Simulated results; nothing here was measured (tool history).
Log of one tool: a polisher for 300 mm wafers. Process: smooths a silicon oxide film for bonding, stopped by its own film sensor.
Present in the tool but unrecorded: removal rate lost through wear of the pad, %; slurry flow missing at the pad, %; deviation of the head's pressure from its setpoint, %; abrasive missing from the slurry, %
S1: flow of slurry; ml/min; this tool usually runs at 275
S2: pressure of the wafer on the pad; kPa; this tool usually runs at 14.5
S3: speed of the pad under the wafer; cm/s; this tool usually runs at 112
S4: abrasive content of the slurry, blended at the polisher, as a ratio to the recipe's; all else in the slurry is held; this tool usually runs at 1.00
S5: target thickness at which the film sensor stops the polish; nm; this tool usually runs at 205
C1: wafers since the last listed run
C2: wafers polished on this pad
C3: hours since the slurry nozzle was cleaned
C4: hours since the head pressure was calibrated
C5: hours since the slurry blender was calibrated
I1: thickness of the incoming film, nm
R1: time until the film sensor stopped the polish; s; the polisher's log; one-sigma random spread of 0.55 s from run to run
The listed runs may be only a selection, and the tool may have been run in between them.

run   hour   S1    S2   S3    S4   S5   C1    C2     C3     C4     C5     I1    R1
  1    0.0  275  14.5  112  1.15  205    0    94  131.6   40.5  284.9  250.3  57.8
  2   26.7  300  14.5  112  1.00  205  175   270  158.3   67.2  311.6  249.5  59.5
  3   47.9  300  14.5  112  1.00  205  139   409  179.5   88.4  332.8  249.4  59.7
      76.3  -- slurry blender recalibrated
  4   76.8  300  14.5  112  1.00  205  177   586  208.4  117.3    0.5  245.9  54.9
  5   96.4  275  14.5  112  1.00  205  129   715  228.0  136.9   20.1  252.1  63.4
  6  115.1  275  14.5  112  1.00  205  123   838  246.7  155.6   38.8  255.0  69.4
     133.0  -- worn pad replaced by a new one
  7  133.5  275  14.5  112  1.20  205   94     3  265.1  174.0   57.2  249.1  56.6
  8  171.4  275  14.5  112  1.00  205  249   252  303.0  211.9   95.1  248.5  60.7
  9  199.1  275  14.5  112  1.00  205  182   435  330.7  239.6  122.8  249.8  61.7
 10  230.3  275  14.5  112  1.00  205  205   640  361.9  270.8  154.0  244.5  55.4
     270.3  -- head pressure recalibrated
 11  276.8  275  14.5  112  1.00  199  292   933  408.4    6.5  200.5  247.9  68.3
     281.8  -- worn pad replaced by a new one
 12  299.4  275  14.5   86  1.00  205  122   115  431.0   29.1  223.1  248.5  74.6
     328.5  -- slurry nozzle cleaned
 13  335.0  275  17.9  112  1.00  205  227   343    6.5   64.7  258.7  250.1  54.5
 14  364.7  275  17.9  112  1.00  205  195   538   36.2   94.4  288.4  248.4  51.9
 15  390.2  300  14.5  112  1.00  205  167   706   61.7  119.9  313.9  247.3  63.1
 16  403.2  275  14.5  126  0.75  205   85   792   74.7  132.9  326.9  251.5  72.0
 17  438.0  275  15.9   88  1.15  205  229  1021  109.5  167.7  361.7  250.5  74.9
     447.1  -- worn pad replaced by a new one
     452.1  -- slurry nozzle cleaned, repeated, since the last time left the tool worse
 18  458.6  275  16.5  146  1.25  205  102    69    6.5  188.3  382.3  250.3  39.9
     473.8  -- slurry blender recalibrated
 19  479.8  275  14.5  112  1.15  205  126   195   27.7  209.5    6.0  250.7  59.0
 20  496.9  205  14.5  112  1.00  205  112   308   44.8  226.6   23.1  252.7  67.2
     582.1  -- worn pad replaced by a new one
 21  584.8  275  14.5  112  1.00  205  552    17  132.7  314.5  111.0  251.4  62.9
     601.8  -- head pressure recalibrated
 22  603.8  275  14.5  112  0.75  205  111   129  151.7    2.0  130.0  248.1  65.7
 23  621.6  305  17.2  112  1.00  205  117   246  169.5   19.8  147.8  252.4  53.9
 24  654.9  275  14.5  112  1.00  210  219   466  202.8   53.1  181.1  254.3  61.4
 25  671.2  210  14.5   98  1.00  205  107   573  219.1   69.4  197.4  251.2  74.6
 26  685.9  215  15.9  132  1.20  205   96   670  233.8   84.1  212.1  251.0  49.4
 27  709.5  275  14.5   84  0.90  215  155   825  257.4  107.7  235.7  251.3  64.8
     735.3  -- worn pad replaced by a new one
 28  738.2  275  14.5  112  1.00  205  162    19  286.1  136.4  264.4  248.8  60.7
 29  752.5  360  14.5   98  0.75  198   94   113  300.4  150.7  278.7  248.1  82.3

Forecast each of these 5 alternatives for the next run:
  A  752.9  275  14.5  112  1.00  205   2  115  300.8  151.1  279.1  253.3   ?
  B  752.9  275  16.5  124  0.90  193   2  115  300.8  151.1  279.1  253.3   ?
  C  752.9  220  14.5   88  1.00  217   2  115  300.8  151.1  279.1  253.3   ?
  D  752.9  275  14.5  112  1.00  194   2  115  300.8  151.1  279.1  253.3   ?
  E  752.9  235  11.0  112  0.75  213   2  115  300.8  151.1  279.1  253.3   ?

run    R1
  A  65.6
  B  68.5
  C  61.8
  D  80.6
  E  81.3
Take away the tool's hidden state, keep each run's random variation, and the runs would have read:
run    R1
  A  64.2
  B  67.1
  C  60.2
  D  78.9
  E  79.2

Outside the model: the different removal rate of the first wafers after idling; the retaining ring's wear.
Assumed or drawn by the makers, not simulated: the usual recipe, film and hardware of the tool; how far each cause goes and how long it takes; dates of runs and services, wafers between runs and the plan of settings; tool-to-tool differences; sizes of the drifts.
